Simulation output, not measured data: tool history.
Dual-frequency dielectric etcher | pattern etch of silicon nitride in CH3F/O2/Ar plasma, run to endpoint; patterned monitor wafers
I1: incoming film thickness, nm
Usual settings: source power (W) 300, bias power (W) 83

run 1 hour=0 | source_power_(W)=300 bias_power_(W)=83 | I1=37.26 | endpoint_time_(s)=58.5
run 2 hour=57.4 | source_power_(W)=300 bias_power_(W)=83 | I1=37.46 | endpoint_time_(s)=58.2
run 3 hour=84.9 | source_power_(W)=300 bias_power_(W)=76 | I1=37.76 | endpoint_time_(s)=59.7
-- hour=153.2 wet clean of the chamber
run 4 hour=153.7 | source_power_(W)=300 bias_power_(W)=83 | I1=37.51 | endpoint_time_(s)=59.1
run 5 hour=204.3 | source_power_(W)=300 bias_power_(W)=83 | I1=37.6 | endpoint_time_(s)=59.2
run 6 hour=241.3 | source_power_(W)=300 bias_power_(W)=83 | I1=37.62 | endpoint_time_(s)=58.9
run 7 hour=276.7 | source_power_(W)=300 bias_power_(W)=83 | I1=37.47 | endpoint_time_(s)=58.7
run 8 hour=300.8 | source_power_(W)=300 bias_power_(W)=83 | I1=37.59 | endpoint_time_(s)=58.3
run 9 hour=354.5 | source_power_(W)=300 bias_power_(W)=83 | I1=37.18 | endpoint_time_(s)=57.6
run 10 hour=385.9 | source_power_(W)=300 bias_power_(W)=83 | I1=37.76 | endpoint_time_(s)=58.6
run 11 hour=436.7 | source_power_(W)=300 bias_power_(W)=83 | I1=37.64 | endpoint_time_(s)=58.4
run 12 hour=474.6 | source_power_(W)=360 bias_power_(W)=83 | I1=37.57 | endpoint_time_(s)=54
run 13 hour=506.7 | source_power_(W)=360 bias_power_(W)=83 | I1=37.77 | endpoint_time_(s)=54.1
run 14 hour=531 | source_power_(W)=360 bias_power_(W)=83 | I1=37.81 | endpoint_time_(s)=54.5
run 15 hour=594.4 | source_power_(W)=300 bias_power_(W)=83 | I1=37.87 | endpoint_time_(s)=58.2
-- hour=638.1 wet clean of the chamber
run 16 hour=638.6 | source_power_(W)=300 bias_power_(W)=83 | I1=37.33 | endpoint_time_(s)=55.6
-- hour=705.3 upper electrode replaced
run 17 hour=705.8 | source_power_(W)=300 bias_power_(W)=83 | I1=37.31 | endpoint_time_(s)=55.6
run 18 hour=709.6 | source_power_(W)=300 bias_power_(W)=67 | I1=37.22 | endpoint_time_(s)=58.4
run 19 hour=769 | source_power_(W)=270 bias_power_(W)=72 | I1=37.27 | endpoint_time_(s)=59.8
run 20 hour=811.3 | source_power_(W)=260 bias_power_(W)=83 | I1=37.76 | endpoint_time_(s)=59.5
-- hour=841.3 bias power generator calibrated
-- hour=873.5 wet clean of the chamber, repeated, since the last time left the tool worse
run 21 hour=874 | source_power_(W)=300 bias_power_(W)=83 | I1=37.06 | endpoint_time_(s)=58.2
run 22 hour=899.7 | source_power_(W)=320 bias_power_(W)=72 | I1=37.7 | endpoint_time_(s)=60
run 23 hour=941.4 | source_power_(W)=270 bias_power_(W)=83 | I1=37.63 | endpoint_time_(s)=61.7
run 24 hour=1003.9 | source_power_(W)=250 bias_power_(W)=100 | I1=37.72 | endpoint_time_(s)=60.5
-- hour=1041 source power generator calibrated
run 25 hour=1056.5 | source_power_(W)=300 bias_power_(W)=83 | I1=37.13 | endpoint_time_(s)=57.8
run 26 hour=1094.8 | source_power_(W)=270 bias_power_(W)=67 | I1=37.36 | endpoint_time_(s)=64.2
run 27 hour=1157.5 | source_power_(W)=250 bias_power_(W)=99 | I1=37.72 | endpoint_time_(s)=60.5
run 28 hour=1186.2 | source_power_(W)=240 bias_power_(W)=92 | I1=37.5 | endpoint_time_(s)=62
run 29 hour=1237.9 | source_power_(W)=300 bias_power_(W)=104 | I1=37.51 | endpoint_time_(s)=54.2
-- hour=1262.1 wet clean of the chamber
run 30 hour=1280 | source_power_(W)=300 bias_power_(W)=83 | I1=37.48 | endpoint_time_(s)=58.8
run 31 hour=1347.1 | source_power_(W)=340 bias_power_(W)=69 | I1=37.59 | endpoint_time_(s)=59
run 32 hour=1378 | source_power_(W)=360 bias_power_(W)=98 | I1=37.66 | endpoint_time_(s)=52.4
run 33 hour=1432.6 | source_power_(W)=300 bias_power_(W)=83 | I1=37.49 | endpoint_time_(s)=58.3
run 34 hour=1468.1 | source_power_(W)=300 bias_power_(W)=83 | I1=37.15 | endpoint_time_(s)=57.7
run 35 hour=1518.3 | source_power_(W)=300 bias_power_(W)=83 | I1=37.29 | endpoint_time_(s)=58.1

Hidden state or all else? Some run-to-run changes of endpoint time (s), split into what the settings, what came in and random variation would give without the hidden state, and what is left for the hidden state (with any gauge scatter that isn't in both results):
The hidden state here: etch rate over this chamber's usual, %; source power that arrives over what is set, %; bias power that arrives over what is set, %.
Run 3 -> 4: bias power (W) 76 -> 83, wet clean of the chamber. endpoint time (s) -0.6: hidden state +1, all else -1.6.
Run 15 -> 16: wet clean of the chamber. endpoint time (s) -2.6: hidden state -1.6, all else -1.
Run 20 -> 21: source power (W) 260 -> 300, bias power generator calibrated, wet clean of the chamber, repeated, since the last time left the tool worse. endpoint time (s) -1.3: hidden state +3.9, all else -5.2.
Run 25 -> 26: source power (W) 300 -> 270, bias power (W) 83 -> 67. endpoint time (s) +6.4: hidden state -0.2, all else +6.6.
Run 28 -> 29: source power (W) 240 -> 300, bias power (W) 92 -> 104. endpoint time (s) -7.8: hidden state +0, all else -7.8.
Run 31 -> 32: source power (W) 340 -> 360, bias power (W) 69 -> 98. endpoint time (s) -6.6: hidden state +0, all else -6.6.
